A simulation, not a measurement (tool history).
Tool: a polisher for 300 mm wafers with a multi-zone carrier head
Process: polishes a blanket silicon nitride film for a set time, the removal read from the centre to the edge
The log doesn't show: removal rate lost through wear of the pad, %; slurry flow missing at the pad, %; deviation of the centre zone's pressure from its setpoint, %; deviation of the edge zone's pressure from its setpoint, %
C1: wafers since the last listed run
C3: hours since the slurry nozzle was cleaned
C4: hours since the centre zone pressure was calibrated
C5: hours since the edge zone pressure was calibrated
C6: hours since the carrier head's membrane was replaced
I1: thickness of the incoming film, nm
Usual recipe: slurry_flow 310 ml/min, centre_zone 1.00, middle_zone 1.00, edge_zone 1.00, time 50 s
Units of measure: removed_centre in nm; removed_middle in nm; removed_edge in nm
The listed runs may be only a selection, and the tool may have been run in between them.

{"run": 1, "hour": 0.0, "slurry_flow": 310, "centre_zone": 1.0, "middle_zone": 1.0, "edge_zone": 1.0, "time": 50, "C1": 0, "wafers polished on this pad": 52, "C3": 6.9, "C4": 111.8, "C5": 244.8, "C6": 745.6, "I1": 747.2, "removed_centre": 82.9, "removed_middle": 87.2, "removed_edge": 87.6}
{"run": 2, "hour": 71.6, "slurry_flow": 310, "centre_zone": 1.0, "middle_zone": 1.0, "edge_zone": 1.0, "time": 50, "C1": 544, "wafers polished on this pad": 596, "C3": 78.5, "C4": 183.4, "C5": 316.4, "C6": 817.2, "I1": 758.5, "removed_centre": 81.0, "removed_middle": 87.0, "removed_edge": 87.2}
{"run": 3, "hour": 114.7, "slurry_flow": 310, "centre_zone": 1.0, "middle_zone": 1.0, "edge_zone": 1.0, "time": 50, "C1": 327, "wafers polished on this pad": 924, "C3": 121.6, "C4": 226.5, "C5": 359.5, "C6": 860.3, "I1": 740.8, "removed_centre": 82.3, "removed_middle": 84.6, "removed_edge": 86.6}
{"run": 4, "hour": 146.1, "slurry_flow": 310, "centre_zone": 1.0, "middle_zone": 1.0, "edge_zone": 1.0, "time": 50, "C1": 238, "wafers polished on this pad": 1163, "C3": 153.0, "C4": 257.9, "C5": 390.9, "C6": 891.7, "I1": 751.2, "removed_centre": 81.3, "removed_middle": 87.1, "removed_edge": 86.4}
{"hour": 186.2, "done": "worn pad replaced by a new one"}
{"run": 5, "hour": 203.2, "slurry_flow": 310, "centre_zone": 1.0, "middle_zone": 1.0, "edge_zone": 1.0, "time": 50, "C1": 403, "wafers polished on this pad": 129, "C3": 210.1, "C4": 315.0, "C5": 448.0, "C6": 948.8, "I1": 747.0, "removed_centre": 80.2, "removed_middle": 86.6, "removed_edge": 86.3}
{"run": 6, "hour": 249.1, "slurry_flow": 310, "centre_zone": 1.0, "middle_zone": 1.0, "edge_zone": 1.0, "time": 50, "C1": 348, "wafers polished on this pad": 478, "C3": 256.0, "C4": 360.9, "C5": 493.9, "C6": 994.7, "I1": 754.6, "removed_centre": 78.1, "removed_middle": 86.7, "removed_edge": 85.8}
{"run": 7, "hour": 301.1, "slurry_flow": 310, "centre_zone": 1.0, "middle_zone": 1.0, "edge_zone": 1.0, "time": 50, "C1": 395, "wafers polished on this pad": 873, "C3": 308.0, "C4": 412.9, "C5": 545.9, "C6": 1046.7, "I1": 751.5, "removed_centre": 78.4, "removed_middle": 86.5, "removed_edge": 87.3}
{"hour": 313.1, "done": "carrier head's membrane replaced by a new one"}
{"hour": 316.7, "done": "edge zone pressure recalibrated"}
{"run": 8, "hour": 327.5, "slurry_flow": 310, "centre_zone": 1.0, "middle_zone": 1.08, "edge_zone": 1.0, "time": 50, "C1": 147, "wafers polished on this pad": 1020, "C3": 334.4, "C4": 439.3, "C5": 10.8, "C6": 14.4, "I1": 752.4, "removed_centre": 76.3, "removed_middle": 92.0, "removed_edge": 86.0}
{"hour": 341.6, "done": "worn pad replaced by a new one"}
{"hour": 373.8, "done": "centre zone pressure recalibrated"}
{"run": 9, "hour": 375.4, "slurry_flow": 245, "centre_zone": 1.0, "middle_zone": 1.0, "edge_zone": 1.0, "time": 50, "C1": 318, "wafers polished on this pad": 241, "C3": 382.3, "C4": 1.6, "C5": 58.7, "C6": 62.3, "I1": 757.2, "removed_centre": 82.8, "removed_middle": 85.2, "removed_edge": 86.2}
{"run": 10, "hour": 418.2, "slurry_flow": 410, "centre_zone": 1.1, "middle_zone": 1.0, "edge_zone": 1.0, "time": 50, "C1": 325, "wafers polished on this pad": 566, "C3": 425.1, "C4": 44.4, "C5": 101.5, "C6": 105.1, "I1": 738.0, "removed_centre": 95.0, "removed_middle": 88.4, "removed_edge": 87.9}
{"hour": 527.8, "done": "worn pad replaced by a new one"}
{"run": 11, "hour": 593.6, "slurry_flow": 265, "centre_zone": 1.11, "middle_zone": 1.0, "edge_zone": 1.0, "time": 50, "C1": 1302, "wafers polished on this pad": 500, "C3": 600.5, "C4": 219.8, "C5": 276.9, "C6": 280.5, "I1": 767.2, "removed_centre": 87.6, "removed_middle": 86.4, "removed_edge": 85.2}
{"hour": 607.9, "done": "slurry nozzle cleaned"}
{"run": 12, "hour": 654.0, "slurry_flow": 310, "centre_zone": 1.0, "middle_zone": 0.93, "edge_zone": 1.0, "time": 45, "C1": 451, "wafers polished on this pad": 951, "C3": 46.1, "C4": 280.2, "C5": 337.3, "C6": 340.9, "I1": 742.9, "removed_centre": 69.6, "removed_middle": 73.9, "removed_edge": 78.0}
{"hour": 705.1, "done": "worn pad replaced by a new one"}
{"run": 13, "hour": 714.3, "slurry_flow": 310, "centre_zone": 1.0, "middle_zone": 1.0, "edge_zone": 1.0, "time": 50, "C1": 427, "wafers polished on this pad": 70, "C3": 106.4, "C4": 340.5, "C5": 397.6, "C6": 401.2, "I1": 760.9, "removed_centre": 77.8, "removed_middle": 87.5, "removed_edge": 87.2}
{"run": 14, "hour": 756.1, "slurry_flow": 310, "centre_zone": 1.0, "middle_zone": 1.0, "edge_zone": 0.93, "time": 50, "C1": 317, "wafers polished on this pad": 387, "C3": 148.2, "C4": 382.3, "C5": 439.4, "C6": 443.0, "I1": 752.4, "removed_centre": 76.8, "removed_middle": 86.4, "removed_edge": 84.2}
{"run": 15, "hour": 804.4, "slurry_flow": 310, "centre_zone": 1.0, "middle_zone": 1.0, "edge_zone": 1.0, "time": 50, "C1": 367, "wafers polished on this pad": 754, "C3": 196.5, "C4": 430.6, "C5": 487.7, "C6": 491.3, "I1": 750.8, "removed_centre": 75.6, "removed_middle": 86.1, "removed_edge": 87.0}
{"run": 16, "hour": 848.2, "slurry_flow": 310, "centre_zone": 0.91, "middle_zone": 1.0, "edge_zone": 1.0, "time": 50, "C1": 332, "wafers polished on this pad": 1087, "C3": 240.3, "C4": 474.4, "C5": 531.5, "C6": 535.1, "I1": 756.5, "removed_centre": 69.5, "removed_middle": 86.1, "removed_edge": 85.8}
{"hour": 864.0, "done": "worn pad replaced by a new one"}
{"run": 17, "hour": 872.7, "slurry_flow": 245, "centre_zone": 1.0, "middle_zone": 1.0, "edge_zone": 0.93, "time": 50, "C1": 155, "wafers polished on this pad": 66, "C3": 264.8, "C4": 498.9, "C5": 556.0, "C6": 559.6, "I1": 742.3, "removed_centre": 73.7, "removed_middle": 86.1, "removed_edge": 81.9}

5 options for the next run, each taken on its own from the tool as it stands now. Forecast them:
{"run": "A", "hour": 873.1, "slurry_flow": 310, "centre_zone": 1.0, "middle_zone": 1.0, "edge_zone": 1.0, "time": 50, "C1": 3, "wafers polished on this pad": 69, "C3": 265.2, "C4": 499.3, "C5": 556.4, "C6": 560.0, "I1": 749.6, "removed_centre": "?", "removed_middle": "?", "removed_edge": "?"}
{"run": "B", "hour": 873.1, "slurry_flow": 310, "centre_zone": 0.95, "middle_zone": 1.0, "edge_zone": 1.09, "time": 35, "C1": 3, "wafers polished on this pad": 69, "C3": 265.2, "C4": 499.3, "C5": 556.4, "C6": 560.0, "I1": 749.6, "removed_centre": "?", "removed_middle": "?", "removed_edge": "?"}
{"run": "C", "hour": 873.1, "slurry_flow": 310, "centre_zone": 1.0, "middle_zone": 1.0, "edge_zone": 0.96, "time": 50, "C1": 3, "wafers polished on this pad": 69, "C3": 265.2, "C4": 499.3, "C5": 556.4, "C6": 560.0, "I1": 749.6, "removed_centre": "?", "removed_middle": "?", "removed_edge": "?"}
{"run": "D", "hour": 873.1, "slurry_flow": 250, "centre_zone": 1.0, "middle_zone": 0.93, "edge_zone": 0.96, "time": 62, "C1": 3, "wafers polished on this pad": 69, "C3": 265.2, "C4": 499.3, "C5": 556.4, "C6": 560.0, "I1": 749.6, "removed_centre": "?", "removed_middle": "?", "removed_edge": "?"}
{"run": "E", "hour": 873.1, "slurry_flow": 310, "centre_zone": 0.9, "middle_zone": 1.0, "edge_zone": 1.0, "time": 40, "C1": 3, "wafers polished on this pad": 69, "C3": 265.2, "C4": 499.3, "C5": 556.4, "C6": 560.0, "I1": 749.6, "removed_centre": "?", "removed_middle": "?", "removed_edge": "?"}

run=A removed_centre=76.9 removed_middle=87.3 removed_edge=86.5
run=B removed_centre=51.1 removed_middle=61.1 removed_edge=63.2
run=C removed_centre=76.9 removed_middle=87.3 removed_edge=84.8
run=D removed_centre=93.6 removed_middle=101.5 removed_edge=104.0
run=E removed_centre=55.2 removed_middle=69.9 removed_edge=69.2
What these runs would have given with no unlogged condition in the tool:
run=A removed_centre=87.5 removed_middle=87.2 removed_edge=86.5
run=B removed_centre=58.2 removed_middle=61.1 removed_edge=63.2
run=C removed_centre=87.5 removed_middle=87.2 removed_edge=84.8
run=D removed_centre=106.6 removed_middle=101.4 removed_edge=104.0
run=E removed_centre=63.0 removed_middle=69.8 removed_edge=69.2
